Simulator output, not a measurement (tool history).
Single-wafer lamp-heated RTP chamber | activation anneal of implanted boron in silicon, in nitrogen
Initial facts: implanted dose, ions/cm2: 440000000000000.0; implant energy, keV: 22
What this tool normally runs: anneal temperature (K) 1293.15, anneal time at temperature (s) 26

run	day	anneal temperature (K)	anneal time at temperature (s)	read-back reference wafer on the same gauge, sheet resistance	sheet resistance of the implanted and annealed layer (ohm/square)
1	0	1275.15	20	261.82	237.2
2	2.729	1275.15	20	261.09	237.84
3	5.238	1304.15	16	260.92	232.67
4	6.838	1304.15	16	260.47	232.97
5	8.492	1304.15	16	260.1	230.83
6	9.538	1293.15	15	259.91	232.79
# day 10.375: pyrometer window cleaned and pyrometer calibrated
# day 11.921: reflector plate cleaned
7	12.383	1293.15	15	259.47	231.76
8	14.079	1293.15	32	259.05	230.71
9	15.617	1293.15	26	258.69	230.62
10	16.929	1293.15	26	258.61	231.22
11	18.196	1293.15	26	258.33	231.13
12	19.292	1307.15	26	258.19	228.92
13	22.942	1307.15	26	257.61	227.53
14	25.008	1322.15	21	257.06	226.84
15	27.488	1271.15	15	256.69	236.42
# day 28.417: pyrometer window cleaned and pyrometer calibrated
16	29.471	1306.15	21	256.25	228.25
17	30.879	1322.15	39	256.02	226.26
18	33.833	1280.15	13	255.44	232.82
19	36.408	1312.15	14	255.03	227.51
20	37.946	1293.15	20	254.64	227.31
21	39.629	1279.15	37	254.8	226.92
# day 40.504: gauge calibrated
22	41.417	1293.15	26	270.55	241.8
23	44.008	1307.15	26	270.49	239.06
24	45.733	1279.15	39	270.09	239.63
# day 48.262: pyrometer window cleaned and pyrometer calibrated
25	48.325	1323.15	26	269.3	237.17
# day 49.079: reflector plate cleaned
26	50.617	1269.15	26	268.9	246.56
27	51.912	1315.15	15	268.95	239.25
28	54.712	1293.15	26	268.35	239.5
29	56.192	1277.15	41	268.2	239.77
30	57.333	1293.15	26	267.78	238.79
31	59.092	1278.15	40	267.74	237.67
32	60.825	1271.15	11	267.11	248.08
33	62.158	1279.15	39	266.9	239.07
34	63.658	1282.15	26	266.71	239.58
# day 66.492: pyrometer window cleaned and pyrometer calibrated
35	66.625	1293.15	26	266.14	238.3

What if the next run were any one of these 5? Each begins from the tool's condition after run 35:
A	66.642	1293.15	26	?	?
B	66.642	1264.15	26	?	?
C	66.642	1269.15	17	?	?
D	66.642	1269.15	11	?	?
E	66.642	1270.15	26	?	?

run	read-back reference wafer on the same gauge, sheet resistance	sheet resistance of the implanted and annealed layer (ohm/square)
A	266.24	238.2
B	266.24	246.37
C	266.24	245.91
D	266.24	247.96
E	266.24	243.71
Without the tool's unlogged condition, the same runs would have read:
run	sheet resistance of the implanted and annealed layer (ohm/square)
A	240.73
B	248.99
C	248.52
D	250.59
E	246.3

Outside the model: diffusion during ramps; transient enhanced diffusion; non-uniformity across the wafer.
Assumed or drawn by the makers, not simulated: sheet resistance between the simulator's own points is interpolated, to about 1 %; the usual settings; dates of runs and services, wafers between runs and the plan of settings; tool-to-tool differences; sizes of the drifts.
